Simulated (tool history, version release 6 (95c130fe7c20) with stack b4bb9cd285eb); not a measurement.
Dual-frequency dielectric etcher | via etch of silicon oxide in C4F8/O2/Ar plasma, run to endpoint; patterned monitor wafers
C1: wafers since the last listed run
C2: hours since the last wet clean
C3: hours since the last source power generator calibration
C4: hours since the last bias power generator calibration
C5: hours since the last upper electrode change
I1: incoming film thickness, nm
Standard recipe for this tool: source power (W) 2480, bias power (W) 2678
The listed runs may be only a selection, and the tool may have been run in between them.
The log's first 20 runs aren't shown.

run 21 hour=229.3 | source_power_(W)=2690 bias_power_(W)=2494 | C1=45 C2=80.5 C3=166.6 C4=229.8 C5=177.9 | I1=1318.4 | endpoint_time_(s)=229.9
run 22 hour=239.7 | source_power_(W)=2480 bias_power_(W)=2847 | C1=41 C2=90.9 C3=177 C4=240.2 C5=188.3 | I1=1303.7 | endpoint_time_(s)=227.1
run 23 hour=256.5 | source_power_(W)=2920 bias_power_(W)=2414 | C1=67 C2=107.7 C3=193.8 C4=257 C5=205.1 | I1=1306.3 | endpoint_time_(s)=220.7
run 24 hour=271.9 | source_power_(W)=2930 bias_power_(W)=2678 | C1=62 C2=123.1 C3=209.2 C4=272.4 C5=220.5 | I1=1298.1 | endpoint_time_(s)=215.3
run 25 hour=282 | source_power_(W)=2990 bias_power_(W)=2936 | C1=40 C2=133.2 C3=219.3 C4=282.5 C5=230.6 | I1=1309.4 | endpoint_time_(s)=211.2
run 26 hour=292.3 | source_power_(W)=2720 bias_power_(W)=2357 | C1=41 C2=143.5 C3=229.6 C4=292.8 C5=240.9 | I1=1312.6 | endpoint_time_(s)=232.4
run 27 hour=307.2 | source_power_(W)=2040 bias_power_(W)=3124 | C1=59 C2=158.4 C3=244.5 C4=307.7 C5=255.8 | I1=1310.5 | endpoint_time_(s)=244.9
run 28 hour=322.4 | source_power_(W)=2260 bias_power_(W)=3339 | C1=61 C2=173.6 C3=259.7 C4=322.9 C5=271 | I1=1309 | endpoint_time_(s)=228.1
run 29 hour=340.1 | source_power_(W)=2770 bias_power_(W)=2158 | C1=71 C2=191.3 C3=277.4 C4=340.6 C5=288.7 | I1=1327.3 | endpoint_time_(s)=237
run 30 hour=357.9 | source_power_(W)=2230 bias_power_(W)=2186 | C1=71 C2=209.1 C3=295.2 C4=358.4 C5=306.5 | I1=1323.2 | endpoint_time_(s)=260.9
run 31 hour=370.7 | source_power_(W)=2480 bias_power_(W)=2678 | C1=51 C2=221.9 C3=308 C4=371.2 C5=319.3 | I1=1304.7 | endpoint_time_(s)=233.8
run 32 hour=384.5 | source_power_(W)=2480 bias_power_(W)=2678 | C1=55 C2=235.7 C3=321.8 C4=385 C5=333.1 | I1=1308.5 | endpoint_time_(s)=232.5
run 33 hour=396.4 | source_power_(W)=2780 bias_power_(W)=3060 | C1=47 C2=247.6 C3=333.7 C4=396.9 C5=345 | I1=1311.1 | endpoint_time_(s)=215.7

Run 34 comes next. What will it give?
run 34 hour=405.2 | source_power_(W)=3010 bias_power_(W)=2234 | C1=35 C2=256.4 C3=342.5 C4=405.7 C5=353.8 | I1=1314 | endpoint_time_(s)=?

{"run 34": {"endpoint time (s)": 226.7}}
On a tool with no hidden condition, and with the same random variation, this run would have come out at endpoint time (s) 226.7.

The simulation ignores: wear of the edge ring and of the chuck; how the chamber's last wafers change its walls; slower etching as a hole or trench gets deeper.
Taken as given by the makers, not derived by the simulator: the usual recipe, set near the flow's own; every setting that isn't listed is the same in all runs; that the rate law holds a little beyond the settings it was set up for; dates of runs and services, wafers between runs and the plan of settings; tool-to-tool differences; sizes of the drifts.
